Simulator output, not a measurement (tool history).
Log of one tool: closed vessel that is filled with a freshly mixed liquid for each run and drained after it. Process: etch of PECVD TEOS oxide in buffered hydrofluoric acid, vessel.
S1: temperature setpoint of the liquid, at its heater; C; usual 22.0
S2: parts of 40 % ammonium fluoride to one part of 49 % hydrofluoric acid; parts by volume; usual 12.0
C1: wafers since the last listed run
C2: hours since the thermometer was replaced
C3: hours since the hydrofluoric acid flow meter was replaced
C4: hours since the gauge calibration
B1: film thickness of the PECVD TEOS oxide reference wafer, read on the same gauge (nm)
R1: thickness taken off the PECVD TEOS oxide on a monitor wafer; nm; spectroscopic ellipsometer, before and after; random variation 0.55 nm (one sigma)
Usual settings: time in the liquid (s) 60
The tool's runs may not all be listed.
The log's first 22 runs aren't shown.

run 23 day=54.796 | S1=22.0 S2=12.0 time_in_the_liquid_(s)=60 | C1=1880 C2=187.9 C3=278.5 C4=487.6 | B1=39.99 | R1=113.05
run 24 day=56.446 | S1=22.0 S2=8.5 time_in_the_liquid_(s)=60 | C1=2697 C2=227.5 C3=318.1 C4=527.2 | B1=39.99 | R1=153.38
run 25 day=58.354 | S1=22.0 S2=12.0 time_in_the_liquid_(s)=60 | C1=3120 C2=273.3 C3=363.9 C4=573.0 | B1=40.00 | R1=113.62
run 26 day=61.192 | S1=25.5 S2=12.0 time_in_the_liquid_(s)=75 | C1=4639 C2=341.4 C3=432.0 C4=641.1 | B1=39.98 | R1=170.88
run 27 day=62.879 | S1=22.0 S2=8.0 time_in_the_liquid_(s)=60 | C1=2758 C2=381.9 C3=472.5 C4=681.6 | B1=39.99 | R1=166.57
run 28 day=64.992 | S1=22.0 S2=13.5 time_in_the_liquid_(s)=45 | C1=3453 C2=432.6 C3=523.2 C4=732.3 | B1=40.01 | R1=76.79
run 29 day=66.446 | S1=25.5 S2=14.0 time_in_the_liquid_(s)=85 | C1=2377 C2=467.5 C3=558.1 C4=767.2 | B1=40.03 | R1=167.57
run 30 day=67.542 | S1=22.0 S2=12.0 time_in_the_liquid_(s)=60 | C1=1791 C2=493.8 C3=584.4 C4=793.5 | B1=40.00 | R1=114.23
-- day=67.933 hydrofluoric acid flow meter replaced
run 31 day=70.358 | S1=26.0 S2=12.0 time_in_the_liquid_(s)=45 | C1=4536 C2=561.4 C3=58.2 C4=861.1 | B1=39.99 | R1=103.13
run 32 day=72.517 | S1=22.0 S2=9.0 time_in_the_liquid_(s)=80 | C1=3528 C2=613.2 C3=110.0 C4=912.9 | B1=39.98 | R1=190.14
run 33 day=73.912 | S1=22.0 S2=12.0 time_in_the_liquid_(s)=60 | C1=2282 C2=646.7 C3=143.5 C4=946.4 | B1=40.02 | R1=111.85

Forecast each of these 4 alternatives for the next run:
run A day=73.942 | S1=22.0 S2=12.0 time_in_the_liquid_(s)=60 | C1=47 C2=647.4 C3=144.2 C4=947.1 | B1=? | R1=?
run B day=73.942 | S1=20.5 S2=14.0 time_in_the_liquid_(s)=95 | C1=47 C2=647.4 C3=144.2 C4=947.1 | B1=? | R1=?
run C day=73.942 | S1=22.0 S2=12.0 time_in_the_liquid_(s)=70 | C1=47 C2=647.4 C3=144.2 C4=947.1 | B1=? | R1=?
run D day=73.942 | S1=23.5 S2=14.0 time_in_the_liquid_(s)=40 | C1=47 C2=647.4 C3=144.2 C4=947.1 | B1=? | R1=?

run=A B1=40.03 R1=111.47
run=B B1=40.03 R1=139.58
run=C B1=40.03 R1=130.05
run=D B1=40.03 R1=69.41
Without the tool's hidden state the same runs would have given:
run=A R1=112.71
run=B R1=141.16
run=C R1=131.49
run=D R1=70.17

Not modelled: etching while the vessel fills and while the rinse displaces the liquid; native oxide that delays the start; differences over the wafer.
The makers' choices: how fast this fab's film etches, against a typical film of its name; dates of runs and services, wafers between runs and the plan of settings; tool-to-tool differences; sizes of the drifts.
